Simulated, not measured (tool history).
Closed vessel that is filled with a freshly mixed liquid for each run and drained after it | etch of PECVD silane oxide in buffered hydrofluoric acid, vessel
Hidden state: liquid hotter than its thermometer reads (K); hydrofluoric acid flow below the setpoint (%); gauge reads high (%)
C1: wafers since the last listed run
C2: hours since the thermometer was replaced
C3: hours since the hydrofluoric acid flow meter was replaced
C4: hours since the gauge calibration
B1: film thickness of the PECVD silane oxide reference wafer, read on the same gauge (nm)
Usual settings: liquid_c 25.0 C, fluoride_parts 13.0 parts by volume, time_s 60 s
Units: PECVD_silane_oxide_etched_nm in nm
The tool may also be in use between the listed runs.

{"run": 1, "hour": 0.0, "liquid_c": 25.0, "fluoride_parts": 13.0, "time_s": 60, "C1": 0, "C2": 544.5, "C3": 752.2, "C4": 1151.9, "B1": 40.63, "PECVD_silane_oxide_etched_nm": 211.48}
{"run": 2, "hour": 55.4, "liquid_c": 25.0, "fluoride_parts": 13.0, "time_s": 60, "C1": 8066, "C2": 599.9, "C3": 807.6, "C4": 1207.3, "B1": 40.7, "PECVD_silane_oxide_etched_nm": 210.82}
{"run": 3, "hour": 87.5, "liquid_c": 25.0, "fluoride_parts": 13.0, "time_s": 60, "C1": 4673, "C2": 632.0, "C3": 839.7, "C4": 1239.4, "B1": 40.75, "PECVD_silane_oxide_etched_nm": 209.92}
{"run": 4, "hour": 136.0, "liquid_c": 25.0, "fluoride_parts": 13.0, "time_s": 60, "C1": 7061, "C2": 680.5, "C3": 888.2, "C4": 1287.9, "B1": 40.78, "PECVD_silane_oxide_etched_nm": 212.76}
{"hour": 161.6, "done": "hydrofluoric acid flow meter replaced"}
{"run": 5, "hour": 183.1, "liquid_c": 25.0, "fluoride_parts": 13.0, "time_s": 60, "C1": 6712, "C2": 727.6, "C3": 21.5, "C4": 1335.0, "B1": 40.86, "PECVD_silane_oxide_etched_nm": 213.14}
{"run": 6, "hour": 214.5, "liquid_c": 23.0, "fluoride_parts": 13.0, "time_s": 60, "C1": 4571, "C2": 759.0, "C3": 52.9, "C4": 1366.4, "B1": 40.87, "PECVD_silane_oxide_etched_nm": 190.09}
{"run": 7, "hour": 275.4, "liquid_c": 23.0, "fluoride_parts": 13.0, "time_s": 60, "C1": 8867, "C2": 819.9, "C3": 113.8, "C4": 1427.3, "B1": 40.94, "PECVD_silane_oxide_etched_nm": 191.31}
{"run": 8, "hour": 308.8, "liquid_c": 23.0, "fluoride_parts": 13.0, "time_s": 60, "C1": 4863, "C2": 853.3, "C3": 147.2, "C4": 1460.7, "B1": 41.01, "PECVD_silane_oxide_etched_nm": 191.86}
{"run": 9, "hour": 364.6, "liquid_c": 25.0, "fluoride_parts": 13.0, "time_s": 60, "C1": 8124, "C2": 909.1, "C3": 203.0, "C4": 1516.5, "B1": 41.05, "PECVD_silane_oxide_etched_nm": 212.31}
{"run": 10, "hour": 434.2, "liquid_c": 25.0, "fluoride_parts": 13.0, "time_s": 60, "C1": 10134, "C2": 978.7, "C3": 272.6, "C4": 1586.1, "B1": 41.18, "PECVD_silane_oxide_etched_nm": 212.82}
{"run": 11, "hour": 479.6, "liquid_c": 25.0, "fluoride_parts": 13.0, "time_s": 60, "C1": 6610, "C2": 1024.1, "C3": 318.0, "C4": 1631.5, "B1": 41.25, "PECVD_silane_oxide_etched_nm": 213.97}
{"hour": 518.5, "done": "thermometer replaced"}
{"hour": 558.2, "done": "gauge calibrated"}
{"run": 12, "hour": 692.3, "liquid_c": 25.0, "fluoride_parts": 13.0, "time_s": 50, "C1": 30824, "C2": 173.8, "C3": 530.7, "C4": 134.1, "B1": 39.8, "PECVD_silane_oxide_etched_nm": 172.67}
{"run": 13, "hour": 754.9, "liquid_c": 25.0, "fluoride_parts": 13.0, "time_s": 50, "C1": 9114, "C2": 236.4, "C3": 593.3, "C4": 196.7, "B1": 39.79, "PECVD_silane_oxide_etched_nm": 170.62}
{"run": 14, "hour": 817.9, "liquid_c": 28.5, "fluoride_parts": 13.0, "time_s": 60, "C1": 9173, "C2": 299.4, "C3": 656.3, "C4": 259.7, "B1": 39.82, "PECVD_silane_oxide_etched_nm": 251.49}
{"run": 15, "hour": 873.6, "liquid_c": 20.5, "fluoride_parts": 16.0, "time_s": 35, "C1": 8110, "C2": 355.1, "C3": 712.0, "C4": 315.4, "B1": 39.81, "PECVD_silane_oxide_etched_nm": 77.0}
{"run": 16, "hour": 909.9, "liquid_c": 25.0, "fluoride_parts": 13.0, "time_s": 60, "C1": 5285, "C2": 391.4, "C3": 748.3, "C4": 351.7, "B1": 39.83, "PECVD_silane_oxide_etched_nm": 207.16}
{"run": 17, "hour": 955.5, "liquid_c": 25.0, "fluoride_parts": 18.0, "time_s": 90, "C1": 6639, "C2": 437.0, "C3": 793.9, "C4": 397.3, "B1": 39.86, "PECVD_silane_oxide_etched_nm": 225.8}
{"run": 18, "hour": 1021.6, "liquid_c": 28.0, "fluoride_parts": 13.0, "time_s": 35, "C1": 9624, "C2": 503.1, "C3": 860.0, "C4": 463.4, "B1": 39.87, "PECVD_silane_oxide_etched_nm": 141.96}
{"run": 19, "hour": 1054.4, "liquid_c": 26.5, "fluoride_parts": 9.0, "time_s": 40, "C1": 4775, "C2": 535.9, "C3": 892.8, "C4": 496.2, "B1": 39.9, "PECVD_silane_oxide_etched_nm": 206.48}
{"run": 20, "hour": 1079.4, "liquid_c": 25.0, "fluoride_parts": 13.0, "time_s": 35, "C1": 3640, "C2": 560.9, "C3": 917.8, "C4": 521.2, "B1": 39.89, "PECVD_silane_oxide_etched_nm": 120.6}
{"run": 21, "hour": 1148.8, "liquid_c": 25.0, "fluoride_parts": 13.0, "time_s": 35, "C1": 10104, "C2": 630.3, "C3": 987.2, "C4": 590.6, "B1": 39.92, "PECVD_silane_oxide_etched_nm": 121.1}
{"hour": 1238.4, "done": "hydrofluoric acid flow meter replaced"}
{"run": 22, "hour": 1339.2, "liquid_c": 22.0, "fluoride_parts": 13.0, "time_s": 35, "C1": 27577, "C2": 820.7, "C3": 100.8, "C4": 781.0, "B1": 40.05, "PECVD_silane_oxide_etched_nm": 103.37}
{"run": 23, "hour": 1376.9, "liquid_c": 28.5, "fluoride_parts": 11.5, "time_s": 80, "C1": 5489, "C2": 858.4, "C3": 138.5, "C4": 818.7, "B1": 40.09, "PECVD_silane_oxide_etched_nm": 376.88}
{"run": 24, "hour": 1426.6, "liquid_c": 26.5, "fluoride_parts": 16.5, "time_s": 40, "C1": 7236, "C2": 908.1, "C3": 188.2, "C4": 868.4, "B1": 40.12, "PECVD_silane_oxide_etched_nm": 119.9}
{"run": 25, "hour": 1452.2, "liquid_c": 25.0, "fluoride_parts": 13.0, "time_s": 70, "C1": 3727, "C2": 933.7, "C3": 213.8, "C4": 894.0, "B1": 40.13, "PECVD_silane_oxide_etched_nm": 242.62}
{"run": 26, "hour": 1487.2, "liquid_c": 25.0, "fluoride_parts": 8.0, "time_s": 70, "C1": 5096, "C2": 968.7, "C3": 248.8, "C4": 929.0, "B1": 40.13, "PECVD_silane_oxide_etched_nm": 381.34}
{"hour": 1521.1, "done": "thermometer replaced"}
{"run": 27, "hour": 1670.5, "liquid_c": 25.0, "fluoride_parts": 13.0, "time_s": 60, "C1": 26543, "C2": 149.4, "C3": 432.1, "C4": 1112.3, "B1": 40.33, "PECVD_silane_oxide_etched_nm": 209.35}

3 ways to go on from here, each from the tool as it stands after run 27. What would each give?
{"run": "A", "hour": 1671.2, "liquid_c": 25.0, "fluoride_parts": 16.0, "time_s": 60, "C1": 101, "C2": 150.1, "C3": 432.8, "C4": 1113.0, "B1": "?", "PECVD_silane_oxide_etched_nm": "?"}
{"run": "B", "hour": 1671.2, "liquid_c": 29.5, "fluoride_parts": 8.5, "time_s": 35, "C1": 101, "C2": 150.1, "C3": 432.8, "C4": 1113.0, "B1": "?", "PECVD_silane_oxide_etched_nm": "?"}
{"run": "C", "hour": 1671.2, "liquid_c": 23.5, "fluoride_parts": 17.0, "time_s": 60, "C1": 101, "C2": 150.1, "C3": 432.8, "C4": 1113.0, "B1": "?", "PECVD_silane_oxide_etched_nm": "?"}

run=A B1=40.31 PECVD_silane_oxide_etched_nm=169.90
run=B B1=40.31 PECVD_silane_oxide_etched_nm=226.85
run=C B1=40.31 PECVD_silane_oxide_etched_nm=147.48
Without the tool's hidden state the same runs would have given:
run=A PECVD_silane_oxide_etched_nm=168.52
run=B PECVD_silane_oxide_etched_nm=225.00
run=C PECVD_silane_oxide_etched_nm=146.28
